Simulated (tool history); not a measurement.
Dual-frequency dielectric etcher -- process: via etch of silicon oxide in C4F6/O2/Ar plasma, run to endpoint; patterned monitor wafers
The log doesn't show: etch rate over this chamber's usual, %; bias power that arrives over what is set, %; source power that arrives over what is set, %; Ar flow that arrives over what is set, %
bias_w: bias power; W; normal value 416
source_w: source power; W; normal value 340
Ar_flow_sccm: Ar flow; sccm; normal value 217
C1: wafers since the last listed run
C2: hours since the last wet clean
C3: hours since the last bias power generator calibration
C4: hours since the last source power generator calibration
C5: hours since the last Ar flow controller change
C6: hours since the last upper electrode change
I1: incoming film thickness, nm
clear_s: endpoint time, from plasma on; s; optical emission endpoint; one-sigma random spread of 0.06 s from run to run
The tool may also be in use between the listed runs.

{"run": 1, "day": 0.0, "bias_w": 416, "source_w": 340, "Ar_flow_sccm": 188, "C1": 0, "C2": 253, "C3": 2840.1, "C4": 2502.8, "C5": 5381.5, "C6": 2189, "I1": 84.9, "clear_s": 19.5}
{"run": 2, "day": 0.642, "bias_w": 416, "source_w": 340, "Ar_flow_sccm": 188, "C1": 175, "C2": 268.4, "C3": 2855.5, "C4": 2518.2, "C5": 5396.9, "C6": 2204.4, "I1": 84.4, "clear_s": 19.4}
{"run": 3, "day": 1.0, "bias_w": 416, "source_w": 340, "Ar_flow_sccm": 188, "C1": 97, "C2": 277, "C3": 2864.1, "C4": 2526.8, "C5": 5405.5, "C6": 2213, "I1": 84.6, "clear_s": 19.5}
{"run": 4, "day": 1.383, "bias_w": 366, "source_w": 340, "Ar_flow_sccm": 217, "C1": 104, "C2": 286.2, "C3": 2873.3, "C4": 2536, "C5": 5414.7, "C6": 2222.2, "I1": 85.2, "clear_s": 20.9}
{"run": 5, "day": 1.892, "bias_w": 366, "source_w": 340, "Ar_flow_sccm": 217, "C1": 138, "C2": 298.4, "C3": 2885.5, "C4": 2548.2, "C5": 5426.9, "C6": 2234.4, "I1": 84.5, "clear_s": 20.6}
{"run": 6, "day": 2.5, "bias_w": 366, "source_w": 340, "Ar_flow_sccm": 217, "C1": 166, "C2": 313, "C3": 2900.1, "C4": 2562.8, "C5": 5441.5, "C6": 2249, "I1": 84.1, "clear_s": 20.4}
{"run": 7, "day": 3.046, "bias_w": 416, "source_w": 340, "Ar_flow_sccm": 217, "C1": 149, "C2": 326.1, "C3": 2913.2, "C4": 2575.9, "C5": 5454.6, "C6": 2262.1, "I1": 84.6, "clear_s": 19.7}
{"run": 8, "day": 3.642, "bias_w": 416, "source_w": 340, "Ar_flow_sccm": 217, "C1": 162, "C2": 340.4, "C3": 2927.5, "C4": 2590.2, "C5": 5468.9, "C6": 2276.4, "I1": 84.6, "clear_s": 19.6}
{"run": 9, "day": 4.246, "bias_w": 416, "source_w": 340, "Ar_flow_sccm": 181, "C1": 164, "C2": 354.9, "C3": 2942, "C4": 2604.7, "C5": 5483.4, "C6": 2290.9, "I1": 84.2, "clear_s": 19.1}
{"run": 10, "day": 4.517, "bias_w": 416, "source_w": 340, "Ar_flow_sccm": 181, "C1": 73, "C2": 361.4, "C3": 2948.5, "C4": 2611.2, "C5": 5489.9, "C6": 2297.4, "I1": 84.6, "clear_s": 19.2}
{"run": 11, "day": 4.954, "bias_w": 416, "source_w": 340, "Ar_flow_sccm": 181, "C1": 119, "C2": 371.9, "C3": 2959, "C4": 2621.7, "C5": 5500.4, "C6": 2307.9, "I1": 84.2, "clear_s": 19}
{"run": 12, "day": 5.621, "bias_w": 416, "source_w": 340, "Ar_flow_sccm": 217, "C1": 182, "C2": 387.9, "C3": 2975, "C4": 2637.7, "C5": 5516.4, "C6": 2323.9, "I1": 84.6, "clear_s": 19.7}
{"day": 5.992, "done": "source power generator calibrated"}
{"run": 13, "day": 6.058, "bias_w": 479, "source_w": 310, "Ar_flow_sccm": 193, "C1": 73, "C2": 398.4, "C3": 2985.5, "C4": 1.6, "C5": 5526.9, "C6": 2334.4, "I1": 84.3, "clear_s": 18.9}
{"run": 14, "day": 6.612, "bias_w": 416, "source_w": 310, "Ar_flow_sccm": 217, "C1": 151, "C2": 411.7, "C3": 2998.8, "C4": 14.9, "C5": 5540.2, "C6": 2347.7, "I1": 84.4, "clear_s": 20.1}
{"day": 6.925, "done": "bias power generator calibrated"}
{"run": 15, "day": 7.0, "bias_w": 492, "source_w": 280, "Ar_flow_sccm": 198, "C1": 60, "C2": 421, "C3": 1.8, "C4": 24.2, "C5": 5549.5, "C6": 2357, "I1": 84.8, "clear_s": 19.1}
{"day": 8.158, "done": "wet clean of the chamber"}
{"day": 8.246, "done": "Ar flow controller replaced"}
{"day": 8.442, "done": "upper electrode replaced"}
{"run": 16, "day": 8.462, "bias_w": 317, "source_w": 340, "Ar_flow_sccm": 217, "C1": 48, "C2": 7.3, "C3": 36.9, "C4": 59.3, "C5": 5.2, "C6": 0.5, "I1": 84.2, "clear_s": 21.8}
{"run": 17, "day": 8.479, "bias_w": 483, "source_w": 310, "Ar_flow_sccm": 217, "C1": 4, "C2": 7.7, "C3": 37.3, "C4": 59.7, "C5": 5.6, "C6": 0.9, "I1": 83.8, "clear_s": 19.6}
{"run": 18, "day": 8.804, "bias_w": 484, "source_w": 290, "Ar_flow_sccm": 252, "C1": 88, "C2": 15.5, "C3": 45.1, "C4": 67.5, "C5": 13.4, "C6": 8.7, "I1": 84.7, "clear_s": 20.5}
{"run": 19, "day": 9.221, "bias_w": 416, "source_w": 340, "Ar_flow_sccm": 188, "C1": 113, "C2": 25.5, "C3": 55.1, "C4": 77.5, "C5": 23.4, "C6": 18.7, "I1": 83.9, "clear_s": 19.6}
{"run": 20, "day": 9.775, "bias_w": 416, "source_w": 340, "Ar_flow_sccm": 183, "C1": 151, "C2": 38.8, "C3": 68.4, "C4": 90.8, "C5": 36.7, "C6": 32, "I1": 84.5, "clear_s": 19.6}

Estimate the outcome of run 21 from the log above:
{"run": 21, "day": 10.029, "bias_w": 416, "source_w": 340, "Ar_flow_sccm": 217, "C1": 69, "C2": 44.9, "C3": 74.5, "C4": 96.9, "C5": 42.8, "C6": 38.1, "I1": 84.6, "clear_s": "?"}

{"run 21": {"clear_s": 20.2}}
Were there no unlogged condition in the tool, this run, its random variation unchanged, would have produced clear_s 20.2 s.
